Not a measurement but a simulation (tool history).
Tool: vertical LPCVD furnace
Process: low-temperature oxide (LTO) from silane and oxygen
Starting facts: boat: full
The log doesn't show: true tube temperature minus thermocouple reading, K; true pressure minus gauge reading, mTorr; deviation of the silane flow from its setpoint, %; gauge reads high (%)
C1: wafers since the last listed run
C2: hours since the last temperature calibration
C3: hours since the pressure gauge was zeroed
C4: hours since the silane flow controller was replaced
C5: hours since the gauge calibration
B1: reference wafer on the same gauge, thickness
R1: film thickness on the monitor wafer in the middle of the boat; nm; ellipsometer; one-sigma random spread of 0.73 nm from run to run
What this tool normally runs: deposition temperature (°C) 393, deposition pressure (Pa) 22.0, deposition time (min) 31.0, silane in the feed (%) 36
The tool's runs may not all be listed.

Run 1, hour 0.0: usual settings; C1 0; C2 1668.9; C3 2290.8; C4 4804.3; C5 516.7; B1 141.00. Result: R1 180.13 nm.
Run 2, hour 41.0: usual settings; C1 554; C2 1709.9; C3 2331.8; C4 4845.3; C5 557.7; B1 140.95. Result: R1 179.29 nm.
Run 3, hour 76.6: usual settings; C1 481; C2 1745.5; C3 2367.4; C4 4880.9; C5 593.3; B1 140.97. Result: R1 180.81 nm.
Run 4, hour 130.7: usual settings; C1 731; C2 1799.6; C3 2421.5; C4 4935.0; C5 647.4; B1 140.86. Result: R1 181.05 nm.
Run 5, hour 182.5: usual settings; C1 700; C2 1851.4; C3 2473.3; C4 4986.8; C5 699.2; B1 140.85. Result: R1 180.70 nm.
Run 6, hour 209.5: usual settings; C1 365; C2 1878.4; C3 2500.3; C4 5013.8; C5 726.2; B1 141.03. Result: R1 181.15 nm.
Run 7, hour 239.9: usual settings; C1 411; C2 1908.8; C3 2530.7; C4 5044.2; C5 756.6; B1 140.90. Result: R1 180.93 nm.
Run 8, hour 301.9: usual settings; C1 838; C2 1970.8; C3 2592.7; C4 5106.2; C5 818.6; B1 140.98. Result: R1 181.00 nm.
Run 9, hour 364.6: usual settings but silane in the feed (%) 39; C1 848; C2 2033.5; C3 2655.4; C4 5168.9; C5 881.3; B1 140.92. Result: R1 200.47 nm.
Run 10, hour 421.2: usual settings but silane in the feed (%) 39; C1 765; C2 2090.1; C3 2712.0; C4 5225.5; C5 937.9; B1 140.95. Result: R1 201.45 nm.
At hour 473.5: gauge calibrated.
At hour 489.5: pressure gauge zeroed.
Run 11, hour 491.4: usual settings; C1 625; C2 2160.3; C3 1.9; C4 5295.7; C5 17.9; B1 141.01. Result: R1 172.71 nm.
Run 12, hour 533.4: usual settings but deposition temperature (°C) 404, deposition time (min) 36.0; C1 568; C2 2202.3; C3 43.9; C4 5337.7; C5 59.9; B1 140.84. Result: R1 227.42 nm.
Run 13, hour 584.9: usual settings but deposition time (min) 25.5, silane in the feed (%) 42; C1 696; C2 2253.8; C3 95.4; C4 5389.2; C5 111.4; B1 140.96. Result: R1 173.15 nm.
Run 14, hour 617.2: usual settings; C1 436; C2 2286.1; C3 127.7; C4 5421.5; C5 143.7; B1 140.96. Result: R1 171.26 nm.
At hour 659.3: silane flow controller replaced.
At hour 667.7: thermocouples replaced and temperature profile calibrated.
Run 15, hour 674.9: usual settings but deposition temperature (°C) 387, deposition pressure (Pa) 18.0, deposition time (min) 41.5, silane in the feed (%) 32; C1 343; C2 7.2; C3 185.4; C4 15.6; C5 201.4; B1 141.02. Result: R1 150.11 nm.
Run 16, hour 719.3: usual settings; C1 600; C2 51.6; C3 229.8; C4 60.0; C5 245.8; B1 141.05. Result: R1 172.63 nm.
Run 17, hour 791.2: usual settings but deposition pressure (Pa) 26.7, deposition time (min) 27.0; C1 972; C2 123.5; C3 301.7; C4 131.9; C5 317.7; B1 141.12. Result: R1 182.40 nm.
Run 18, hour 848.7: usual settings but deposition temperature (°C) 401; C1 777; C2 181.0; C3 359.2; C4 189.4; C5 375.2; B1 140.94. Result: R1 190.49 nm.
Run 19, hour 896.6: usual settings but deposition temperature (°C) 399; C1 648; C2 228.9; C3 407.1; C4 237.3; C5 423.1; B1 140.96. Result: R1 186.15 nm.
Run 20, hour 936.0: usual settings but deposition time (min) 41.5; C1 533; C2 268.3; C3 446.5; C4 276.7; C5 462.5; B1 141.00. Result: R1 230.87 nm.
Run 21, hour 963.9: usual settings but deposition pressure (Pa) 19.3; C1 377; C2 296.2; C3 474.4; C4 304.6; C5 490.4; B1 141.10. Result: R1 153.79 nm.
Run 22, hour 1021.6: usual settings but deposition pressure (Pa) 20.0, silane in the feed (%) 39; C1 780; C2 353.9; C3 532.1; C4 362.3; C5 548.1; B1 141.12. Result: R1 175.86 nm.

For each entry between runs, how does the tool's hidden state at the last listed run before it compare with that at the first listed run after it?
Runs 10 to 11: gauge calibrated (hour 473.5); pressure gauge zeroed (hour 489.5)
  true pressure minus gauge reading, mTorr: 8.81 -> -0.0774
  measured minus no-state result, R1: +10.21 -> -0.08 nm
Runs 14 to 15: silane flow controller replaced (hour 659.3); thermocouples replaced and temperature profile calibrated (hour 667.7)
  true pressure minus gauge reading, mTorr: 0.295 -> 0.466
  measured minus no-state result, R1: +0.31 -> +0.52 nm
